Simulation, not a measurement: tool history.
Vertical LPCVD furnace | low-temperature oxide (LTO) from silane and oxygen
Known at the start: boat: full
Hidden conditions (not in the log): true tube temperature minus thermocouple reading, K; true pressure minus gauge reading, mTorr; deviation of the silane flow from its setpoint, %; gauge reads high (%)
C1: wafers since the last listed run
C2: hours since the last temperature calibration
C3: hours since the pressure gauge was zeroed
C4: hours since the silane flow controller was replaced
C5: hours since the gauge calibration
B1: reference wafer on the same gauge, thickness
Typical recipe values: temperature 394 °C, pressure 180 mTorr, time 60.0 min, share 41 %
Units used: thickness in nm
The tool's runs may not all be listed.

{"run": 1, "hour": 0.0, "temperature": 394, "pressure": 180, "time": 43.0, "share": 41, "C1": 0, "C2": 3867.9, "C3": 4073.5, "C4": 2387.2, "C5": 244.5, "B1": 528.0, "thickness": 332.3}
{"run": 2, "hour": 13.0, "temperature": 394, "pressure": 180, "time": 43.0, "share": 41, "C1": 167, "C2": 3880.9, "C3": 4086.5, "C4": 2400.2, "C5": 257.5, "B1": 527.87, "thickness": 332.04}
{"run": 3, "hour": 26.5, "temperature": 394, "pressure": 180, "time": 43.0, "share": 41, "C1": 174, "C2": 3894.4, "C3": 4100.0, "C4": 2413.7, "C5": 271.0, "B1": 528.06, "thickness": 330.88}
{"run": 4, "hour": 39.3, "temperature": 394, "pressure": 180, "time": 60.0, "share": 35, "C1": 164, "C2": 3907.2, "C3": 4112.8, "C4": 2426.5, "C5": 283.8, "B1": 528.15, "thickness": 378.81}
{"run": 5, "hour": 47.8, "temperature": 394, "pressure": 180, "time": 60.0, "share": 35, "C1": 109, "C2": 3915.7, "C3": 4121.3, "C4": 2435.0, "C5": 292.3, "B1": 527.92, "thickness": 379.21}
{"run": 6, "hour": 59.3, "temperature": 394, "pressure": 180, "time": 60.0, "share": 35, "C1": 148, "C2": 3927.2, "C3": 4132.8, "C4": 2446.5, "C5": 303.8, "B1": 528.03, "thickness": 378.53}
{"run": 7, "hour": 74.2, "temperature": 394, "pressure": 180, "time": 60.0, "share": 41, "C1": 192, "C2": 3942.1, "C3": 4147.7, "C4": 2461.4, "C5": 318.7, "B1": 528.22, "thickness": 462.9}
{"run": 8, "hour": 89.6, "temperature": 394, "pressure": 180, "time": 60.0, "share": 41, "C1": 198, "C2": 3957.5, "C3": 4163.1, "C4": 2476.8, "C5": 334.1, "B1": 527.92, "thickness": 464.37}
{"run": 9, "hour": 99.6, "temperature": 394, "pressure": 180, "time": 60.0, "share": 41, "C1": 128, "C2": 3967.5, "C3": 4173.1, "C4": 2486.8, "C5": 344.1, "B1": 528.1, "thickness": 463.31}
{"hour": 113.1, "done": "gauge calibrated"}
{"hour": 131.3, "done": "thermocouples replaced and temperature profile calibrated"}
{"run": 10, "hour": 131.8, "temperature": 394, "pressure": 180, "time": 60.0, "share": 36, "C1": 105, "C2": 0.5, "C3": 4205.3, "C4": 2519.0, "C5": 18.7, "B1": 528.22, "thickness": 393.67}
{"run": 11, "hour": 135.7, "temperature": 394, "pressure": 180, "time": 60.0, "share": 36, "C1": 50, "C2": 4.4, "C3": 4209.2, "C4": 2522.9, "C5": 22.6, "B1": 527.86, "thickness": 394.02}
{"run": 12, "hour": 145.8, "temperature": 394, "pressure": 180, "time": 60.0, "share": 41, "C1": 130, "C2": 14.5, "C3": 4219.3, "C4": 2533.0, "C5": 32.7, "B1": 528.07, "thickness": 463.25}
{"run": 13, "hour": 153.9, "temperature": 394, "pressure": 180, "time": 60.0, "share": 45, "C1": 104, "C2": 22.6, "C3": 4227.4, "C4": 2541.1, "C5": 40.8, "B1": 528.04, "thickness": 515.52}
{"hour": 182.5, "done": "silane flow controller replaced"}
{"hour": 200.2, "done": "pressure gauge zeroed"}
{"run": 14, "hour": 200.7, "temperature": 394, "pressure": 180, "time": 60.0, "share": 45, "C1": 65, "C2": 69.4, "C3": 0.5, "C4": 18.2, "C5": 87.6, "B1": 527.94, "thickness": 527.81}
{"run": 15, "hour": 204.6, "temperature": 394, "pressure": 180, "time": 43.0, "share": 41, "C1": 50, "C2": 73.3, "C3": 4.4, "C4": 22.1, "C5": 91.5, "B1": 527.86, "thickness": 341.52}
{"run": 16, "hour": 208.6, "temperature": 399, "pressure": 180, "time": 75.5, "share": 48, "C1": 51, "C2": 77.3, "C3": 8.4, "C4": 26.1, "C5": 95.5, "B1": 528.04, "thickness": 745.32}
{"run": 17, "hour": 212.6, "temperature": 394, "pressure": 180, "time": 39.5, "share": 35, "C1": 51, "C2": 81.3, "C3": 12.4, "C4": 30.1, "C5": 99.5, "B1": 528.1, "thickness": 256.23}
{"run": 18, "hour": 216.5, "temperature": 394, "pressure": 180, "time": 60.0, "share": 41, "C1": 50, "C2": 85.2, "C3": 16.3, "C4": 34.0, "C5": 103.4, "B1": 527.86, "thickness": 476.01}
{"run": 19, "hour": 225.0, "temperature": 402, "pressure": 190, "time": 44.0, "share": 49, "C1": 109, "C2": 93.7, "C3": 24.8, "C4": 42.5, "C5": 111.9, "B1": 528.04, "thickness": 480.93}
{"run": 20, "hour": 236.3, "temperature": 388, "pressure": 165, "time": 60.0, "share": 41, "C1": 145, "C2": 105.0, "C3": 36.1, "C4": 53.8, "C5": 123.2, "B1": 527.94, "thickness": 409.41}
{"hour": 305.8, "done": "pressure gauge zeroed, repeated, since the last time left the tool worse"}
{"run": 21, "hour": 306.3, "temperature": 388, "pressure": 135, "time": 53.5, "share": 47, "C1": 592, "C2": 175.0, "C3": 0.5, "C4": 123.8, "C5": 193.2, "B1": 527.99, "thickness": 323.68}
{"run": 22, "hour": 310.3, "temperature": 388, "pressure": 200, "time": 60.0, "share": 41, "C1": 51, "C2": 179.0, "C3": 4.5, "C4": 127.8, "C5": 197.2, "B1": 528.01, "thickness": 464.33}
{"run": 23, "hour": 315.1, "temperature": 394, "pressure": 180, "time": 37.5, "share": 41, "C1": 61, "C2": 183.8, "C3": 9.3, "C4": 132.6, "C5": 202.0, "B1": 527.92, "thickness": 279.52}
{"run": 24, "hour": 323.5, "temperature": 388, "pressure": 205, "time": 60.0, "share": 41, "C1": 108, "C2": 192.2, "C3": 17.7, "C4": 141.0, "C5": 210.4, "B1": 528.16, "thickness": 475.94}
{"run": 25, "hour": 332.1, "temperature": 404, "pressure": 205, "time": 83.5, "share": 49, "C1": 110, "C2": 200.8, "C3": 26.3, "C4": 149.6, "C5": 219.0, "B1": 528.02, "thickness": 947.61}
{"run": 26, "hour": 343.7, "temperature": 394, "pressure": 180, "time": 60.0, "share": 49, "C1": 149, "C2": 212.4, "C3": 37.9, "C4": 161.2, "C5": 230.6, "B1": 528.08, "thickness": 537.74}
{"run": 27, "hour": 361.5, "temperature": 394, "pressure": 180, "time": 60.0, "share": 41, "C1": 229, "C2": 230.2, "C3": 55.7, "C4": 179.0, "C5": 248.4, "B1": 528.03, "thickness": 447.24}
{"run": 28, "hour": 374.3, "temperature": 394, "pressure": 205, "time": 60.0, "share": 41, "C1": 164, "C2": 243.0, "C3": 68.5, "C4": 191.8, "C5": 261.2, "B1": 528.14, "thickness": 509.58}
{"run": 29, "hour": 380.7, "temperature": 404, "pressure": 180, "time": 60.0, "share": 45, "C1": 82, "C2": 249.4, "C3": 74.9, "C4": 198.2, "C5": 267.6, "B1": 527.99, "thickness": 551.24}
{"hour": 388.5, "done": "gauge calibrated"}
{"run": 30, "hour": 391.8, "temperature": 394, "pressure": 180, "time": 60.0, "share": 41, "C1": 143, "C2": 260.5, "C3": 86.0, "C4": 209.3, "C5": 3.3, "B1": 528.22, "thickness": 445.6}

Branching from run 30: 5 alternative next runs. What would each branch give?
{"run": "A", "hour": 395.9, "temperature": 394, "pressure": 180, "time": 60.0, "share": 41, "C1": 52, "C2": 264.6, "C3": 90.1, "C4": 213.4, "C5": 7.4, "B1": "?", "thickness": "?"}
{"run": "B", "hour": 395.9, "temperature": 383, "pressure": 180, "time": 60.0, "share": 46, "C1": 52, "C2": 264.6, "C3": 90.1, "C4": 213.4, "C5": 7.4, "B1": "?", "thickness": "?"}
{"run": "C", "hour": 395.9, "temperature": 398, "pressure": 145, "time": 72.0, "share": 37, "C1": 52, "C2": 264.6, "C3": 90.1, "C4": 213.4, "C5": 7.4, "B1": "?", "thickness": "?"}
{"run": "D", "hour": 395.9, "temperature": 402, "pressure": 140, "time": 60.0, "share": 35, "C1": 52, "C2": 264.6, "C3": 90.1, "C4": 213.4, "C5": 7.4, "B1": "?", "thickness": "?"}
{"run": "E", "hour": 395.9, "temperature": 394, "pressure": 225, "time": 60.0, "share": 41, "C1": 52, "C2": 264.6, "C3": 90.1, "C4": 213.4, "C5": 7.4, "B1": "?", "thickness": "?"}

run=A B1=528.03 thickness=447.03
run=B B1=528.03 thickness=449.36
run=C B1=528.03 thickness=398.15
run=D B1=528.03 thickness=311.74
run=E B1=528.03 thickness=558.92
With the hidden condition removed and each run's random variation left untouched, the same runs would have given:
run=A thickness=447.56
run=B thickness=449.89
run=C thickness=398.73
run=D thickness=312.21
run=E thickness=559.45

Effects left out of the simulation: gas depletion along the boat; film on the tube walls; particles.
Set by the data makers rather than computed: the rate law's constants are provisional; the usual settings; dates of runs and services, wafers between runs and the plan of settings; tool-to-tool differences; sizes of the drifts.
